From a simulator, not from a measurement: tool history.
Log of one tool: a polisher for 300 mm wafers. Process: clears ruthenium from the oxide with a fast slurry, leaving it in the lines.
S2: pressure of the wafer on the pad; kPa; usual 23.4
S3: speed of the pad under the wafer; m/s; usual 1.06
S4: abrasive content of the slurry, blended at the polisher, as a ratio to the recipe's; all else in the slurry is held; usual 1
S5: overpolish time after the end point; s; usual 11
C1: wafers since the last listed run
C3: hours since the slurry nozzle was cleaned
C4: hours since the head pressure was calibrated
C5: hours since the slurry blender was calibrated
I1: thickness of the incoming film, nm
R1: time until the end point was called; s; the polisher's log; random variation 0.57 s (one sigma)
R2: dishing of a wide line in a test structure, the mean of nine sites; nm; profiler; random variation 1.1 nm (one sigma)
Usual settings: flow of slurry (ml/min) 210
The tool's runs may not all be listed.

{"run": 1, "day": 0.0, "flow of slurry (ml/min)": 210, "S2": 23.4, "S3": 1.06, "S4": 1, "S5": 11, "C1": 0, "wafers polished on this pad": 1744, "C3": 213.5, "C4": 192.7, "C5": 42.7, "I1": 212.9, "R1": 35.6, "R2": 49.3}
{"run": 2, "day": 2.542, "flow of slurry (ml/min)": 210, "S2": 23.4, "S3": 1.06, "S4": 1, "S5": 11, "C1": 736, "wafers polished on this pad": 2480, "C3": 274.5, "C4": 253.7, "C5": 103.7, "I1": 211.7, "R1": 35.5, "R2": 46.6}
{"day": 4.079, "done": "worn pad replaced by a new one"}
{"run": 3, "day": 5.021, "flow of slurry (ml/min)": 210, "S2": 23.4, "S3": 1.06, "S4": 1, "S5": 11, "C1": 669, "wafers polished on this pad": 272, "C3": 334, "C4": 313.2, "C5": 163.2, "I1": 209.3, "R1": 35.2, "R2": 46.1}
{"day": 5.475, "done": "head pressure recalibrated"}
{"run": 4, "day": 6.088, "flow of slurry (ml/min)": 210, "S2": 23.4, "S3": 1.06, "S4": 1, "S5": 11, "C1": 284, "wafers polished on this pad": 557, "C3": 359.6, "C4": 14.7, "C5": 188.8, "I1": 211.6, "R1": 35.3, "R2": 46.8}
{"day": 8.5, "done": "slurry blender recalibrated"}
{"run": 5, "day": 8.554, "flow of slurry (ml/min)": 210, "S2": 23.4, "S3": 1.06, "S4": 1, "S5": 11, "C1": 690, "wafers polished on this pad": 1247, "C3": 418.8, "C4": 73.9, "C5": 1.3, "I1": 212.1, "R1": 35.2, "R2": 44.7}
{"run": 6, "day": 10.358, "flow of slurry (ml/min)": 210, "S2": 23.4, "S3": 1.06, "S4": 1, "S5": 11, "C1": 522, "wafers polished on this pad": 1770, "C3": 462.1, "C4": 117.2, "C5": 44.6, "I1": 206.9, "R1": 34.2, "R2": 45.3}
{"run": 7, "day": 11.512, "flow of slurry (ml/min)": 210, "S2": 23.4, "S3": 1.06, "S4": 1, "S5": 11, "C1": 334, "wafers polished on this pad": 2104, "C3": 489.8, "C4": 144.9, "C5": 72.3, "I1": 206.2, "R1": 35, "R2": 43.9}
{"run": 8, "day": 12.85, "flow of slurry (ml/min)": 210, "S2": 23.4, "S3": 1.06, "S4": 1, "S5": 11, "C1": 387, "wafers polished on this pad": 2491, "C3": 521.9, "C4": 177, "C5": 104.4, "I1": 207.7, "R1": 34.2, "R2": 47.5}
{"day": 14.421, "done": "slurry nozzle cleaned"}
{"day": 14.846, "done": "worn pad replaced by a new one"}
{"run": 9, "day": 14.867, "flow of slurry (ml/min)": 210, "S2": 29, "S3": 1.06, "S4": 1, "S5": 11, "C1": 523, "wafers polished on this pad": 6, "C3": 10.7, "C4": 225.4, "C5": 152.8, "I1": 210.6, "R1": 29.4, "R2": 52.8}
{"run": 10, "day": 15.783, "flow of slurry (ml/min)": 210, "S2": 23.4, "S3": 1.06, "S4": 1, "S5": 11, "C1": 265, "wafers polished on this pad": 271, "C3": 32.7, "C4": 247.4, "C5": 174.8, "I1": 209.8, "R1": 34.9, "R2": 46.3}
{"day": 18.071, "done": "slurry blender recalibrated"}
{"run": 11, "day": 18.746, "flow of slurry (ml/min)": 210, "S2": 23.4, "S3": 1.32, "S4": 0.8, "S5": 11, "C1": 833, "wafers polished on this pad": 1105, "C3": 103.8, "C4": 318.5, "C5": 16.2, "I1": 209.2, "R1": 31.9, "R2": 49.7}
{"day": 20.983, "done": "head pressure recalibrated"}
{"run": 12, "day": 22.008, "flow of slurry (ml/min)": 210, "S2": 23.4, "S3": 1.32, "S4": 0.8, "S5": 11, "C1": 920, "wafers polished on this pad": 2026, "C3": 182.1, "C4": 24.6, "C5": 94.5, "I1": 209.6, "R1": 31.9, "R2": 49.4}
{"day": 23.788, "done": "worn pad replaced by a new one"}
{"run": 13, "day": 23.808, "flow of slurry (ml/min)": 210, "S2": 23.4, "S3": 1.06, "S4": 1, "S5": 11, "C1": 473, "wafers polished on this pad": 5, "C3": 225.3, "C4": 67.8, "C5": 137.7, "I1": 209, "R1": 34.5, "R2": 48.3}
{"run": 14, "day": 26.288, "flow of slurry (ml/min)": 210, "S2": 23.4, "S3": 1.06, "S4": 1, "S5": 11, "C1": 718, "wafers polished on this pad": 723, "C3": 284.8, "C4": 127.3, "C5": 197.2, "I1": 208.4, "R1": 34.6, "R2": 46.6}
{"day": 26.808, "done": "slurry blender recalibrated"}
{"run": 15, "day": 28.962, "flow of slurry (ml/min)": 210, "S2": 23.4, "S3": 1.06, "S4": 1, "S5": 15, "C1": 750, "wafers polished on this pad": 1474, "C3": 349, "C4": 191.5, "C5": 51.7, "I1": 209, "R1": 36.3, "R2": 58.2}
{"run": 16, "day": 30.162, "flow of slurry (ml/min)": 210, "S2": 23.4, "S3": 1.06, "S4": 1, "S5": 11, "C1": 347, "wafers polished on this pad": 1821, "C3": 377.8, "C4": 220.3, "C5": 80.5, "I1": 210.4, "R1": 34.2, "R2": 47.8}
{"run": 17, "day": 31.646, "flow of slurry (ml/min)": 210, "S2": 23.4, "S3": 1.06, "S4": 1, "S5": 11, "C1": 429, "wafers polished on this pad": 2251, "C3": 413.4, "C4": 255.9, "C5": 116.1, "I1": 209.3, "R1": 34.7, "R2": 46.3}
{"day": 32.375, "done": "worn pad replaced by a new one"}
{"run": 18, "day": 32.829, "flow of slurry (ml/min)": 255, "S2": 23.4, "S3": 1.06, "S4": 0.75, "S5": 14, "C1": 294, "wafers polished on this pad": 131, "C3": 441.8, "C4": 284.3, "C5": 144.5, "I1": 210.6, "R1": 38.8, "R2": 52.8}
{"day": 33.108, "done": "head pressure recalibrated"}
{"day": 36.1, "done": "slurry nozzle cleaned"}
{"run": 19, "day": 37.329, "flow of slurry (ml/min)": 245, "S2": 23.4, "S3": 1.06, "S4": 1, "S5": 13, "C1": 1267, "wafers polished on this pad": 1398, "C3": 29.5, "C4": 101.3, "C5": 252.5, "I1": 207.2, "R1": 34.5, "R2": 53.7}
{"day": 38.171, "done": "slurry blender recalibrated"}
{"run": 20, "day": 39.783, "flow of slurry (ml/min)": 210, "S2": 23.4, "S3": 1.06, "S4": 1, "S5": 11, "C1": 686, "wafers polished on this pad": 2085, "C3": 88.4, "C4": 160.2, "C5": 38.7, "I1": 210.9, "R1": 35.2, "R2": 47.9}
{"run": 21, "day": 42.717, "flow of slurry (ml/min)": 210, "S2": 20, "S3": 1.06, "S4": 1, "S5": 18, "C1": 849, "wafers polished on this pad": 2935, "C3": 158.8, "C4": 230.6, "C5": 109.1, "I1": 210.3, "R1": 40.1, "R2": 58.2}
{"day": 43.558, "done": "worn pad replaced by a new one"}
{"run": 22, "day": 44.946, "flow of slurry (ml/min)": 140, "S2": 25.5, "S3": 1.06, "S4": 1, "S5": 11, "C1": 597, "wafers polished on this pad": 402, "C3": 212.3, "C4": 284.1, "C5": 162.6, "I1": 209.7, "R1": 35.1, "R2": 46.7}
{"run": 23, "day": 46.479, "flow of slurry (ml/min)": 270, "S2": 23.4, "S3": 1.06, "S4": 1, "S5": 8, "C1": 444, "wafers polished on this pad": 846, "C3": 249.1, "C4": 320.9, "C5": 199.4, "I1": 210.2, "R1": 34, "R2": 38.5}
{"day": 46.962, "done": "head pressure recalibrated"}
{"day": 48.046, "done": "slurry blender recalibrated"}
{"run": 24, "day": 49.479, "flow of slurry (ml/min)": 210, "S2": 31, "S3": 1.42, "S4": 1.2, "S5": 11, "C1": 820, "wafers polished on this pad": 1667, "C3": 321.1, "C4": 60.4, "C5": 34.4, "I1": 210.7, "R1": 19.3, "R2": 69.2}

The tool's hidden state at each run:
removal rate lost through wear of the pad, %: 0 in every run
slurry flow missing at the pad, %: 0 in every run
deviation of the head's pressure from its setpoint, %: 0 in every run
abrasive missing from the slurry, %: 0 in every run

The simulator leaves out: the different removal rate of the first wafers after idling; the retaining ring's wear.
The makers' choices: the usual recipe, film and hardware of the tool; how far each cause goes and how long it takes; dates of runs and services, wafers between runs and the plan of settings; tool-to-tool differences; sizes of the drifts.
